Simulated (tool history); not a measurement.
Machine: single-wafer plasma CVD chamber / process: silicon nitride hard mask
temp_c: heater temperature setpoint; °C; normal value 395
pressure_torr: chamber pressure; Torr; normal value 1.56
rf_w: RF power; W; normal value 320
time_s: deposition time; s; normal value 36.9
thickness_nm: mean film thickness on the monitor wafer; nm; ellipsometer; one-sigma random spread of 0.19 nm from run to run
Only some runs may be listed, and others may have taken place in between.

run   hour  temp_c  pressure_torr  rf_w  time_s  wafers since the last listed run  hours since the last thermocouple change  hours since the last RF generator calibration  hours since the last manometer calibration  hours since the showerhead was replaced  hours since the gauge calibration  read-back reference wafer on the same gauge, thickness_nm  thickness_nm
  1      0     395           1.56   320    36.9                                 0                                      1871                                            804                                      1956.1                                   2748.7                              431.1                                                     35.098        41.453
  2   14.2     395           1.56   320    36.9                               314                                    1885.2                                          818.2                                      1970.3                                   2762.9                              445.3                                                      35.11         41.35
  3   29.3     395           1.56   320    36.9                               333                                    1900.3                                          833.3                                      1985.4                                     2778                              460.4                                                     35.093        41.502
  4   64.3     395           1.56   320    41.3                               773                                    1935.3                                          868.3                                      2020.4                                     2813                              495.4                                                     35.046         46.46
  5   92.6     395           1.56   320    41.3                               625                                    1963.6                                          896.6                                      2048.7                                   2841.3                              523.7                                                     35.104        46.706
  6  111.9     395           1.56   320    36.9                               426                                    1982.9                                          915.9                                        2068                                   2860.6                                543                                                     35.038        41.484
  7  143.2     395           1.56   320    36.9                               692                                    2014.2                                          947.2                                      2099.3                                   2891.9                              574.3                                                     35.131        41.216
  8  200.3     395           1.56   320    36.9                              1262                                    2071.3                                         1004.3                                      2156.4                                     2949                              631.4                                                     35.095        40.544
  9  217.7     395           1.56   320    36.9                               384                                    2088.7                                         1021.7                                      2173.8                                   2966.4                              648.8                                                     35.131        40.795
 10  230.2     401           1.56   320    36.9                               276                                    2101.2                                         1034.2                                      2186.3                                   2978.9                              661.3                                                     35.143        40.686
 11    259     401           1.56   320    36.9                               636                                      2130                                           1063                                      2215.1                                   3007.7                              690.1                                                      35.14        40.524
     269.1  -- gauge calibrated
 12    274     401           1.56   320    36.9                               331                                      2145                                           1078                                      2230.1                                   3022.7                                4.9                                                     35.116         40.13
 13  289.5     395           1.56   320    36.9                               342                                    2160.5                                         1093.5                                      2245.6                                   3038.2                               20.4                                                      35.05        40.307
     306.9  -- capacitance manometer re-zeroed and calibrated
 14    312     395           1.56   375    39.8                               320                                      2183                                           1116                                         5.1                                   3060.7                               42.9                                                     35.062        50.296
     328.9  -- RF generator calibrated
 15  345.8     399           1.56   320    36.9                               570                                    2216.8                                           16.9                                        38.9                                   3094.5                               76.7                                                     35.099        43.824
     382.7  -- thermocouple changed; heater temperature recalibrated
 16  383.2     395           1.35   320    36.9                               650                                       0.5                                           54.3                                        76.3                                   3131.9                              114.1                                                     35.124        41.034
 17    401     395           1.56   320    36.9                               393                                      18.3                                           72.1                                        94.1                                   3149.7                              131.9                                                     35.084        43.735
 18  476.5     395           1.56   320    36.9                              1669                                      93.8                                          147.6                                       169.6                                   3225.2                              207.4                                                     35.128        43.513
     496.1  -- showerhead replaced
 19  507.5     395           1.72   370    36.9                               508                                     124.8                                          178.6                                       200.6                                     11.4                              238.4                                                     35.075        51.476
 20  530.9     407           1.56   320    31.1                               517                                     148.2                                            202                                         224                                     34.8                              261.8                                                     35.127        36.671
 21  546.4     395           1.56   320    36.9                               342                                     163.7                                          217.5                                       239.5                                     50.3                              277.3                                                     35.056        43.538
 22    575     395           1.43   320    36.9                               632                                     192.3                                          246.1                                       268.1                                     78.9                              305.9                                                     35.133         41.94
 23  594.6     385           1.56   320    34.2                               433                                     211.9                                          265.7                                       287.7                                     98.5                              325.5                                                     35.117        40.669
 24    613     405           1.33   320    36.9                               406                                     230.3                                          284.1                                       306.1                                    116.9                              343.9                                                     35.113         40.58
 25  648.8     406           1.56   320    31.2                               791                                     266.1                                          319.9                                       341.9                                    152.7                              379.7                                                     35.113        36.557

4 ways to go on from here, each from the tool as it stands after run 25. What would each give?
  A  649.2     395           1.31   320    36.9                                 8                                     266.5                                          320.3                                       342.3                                    153.1                              380.1                                                          ?             ?
  B  649.2     409           1.33   385    36.9                                 8                                     266.5                                          320.3                                       342.3                                    153.1                              380.1                                                          ?             ?
  C  649.2     395           1.33   320    36.9                                 8                                     266.5                                          320.3                                       342.3                                    153.1                              380.1                                                          ?             ?
  D  649.2     388           1.56   320    36.9                                 8                                     266.5                                          320.3                                       342.3                                    153.1                              380.1                                                          ?             ?

run  read-back reference wafer on the same gauge, thickness_nm  thickness_nm
  A                                                     35.107        40.329
  B                                                     35.107        47.508
  C                                                     35.107        40.593
  D                                                     35.107        43.432
Had the tool no hidden state, the same runs would have come out as:
run  thickness_nm
  A        40.621
  B        47.812
  C        40.887
  D        43.746
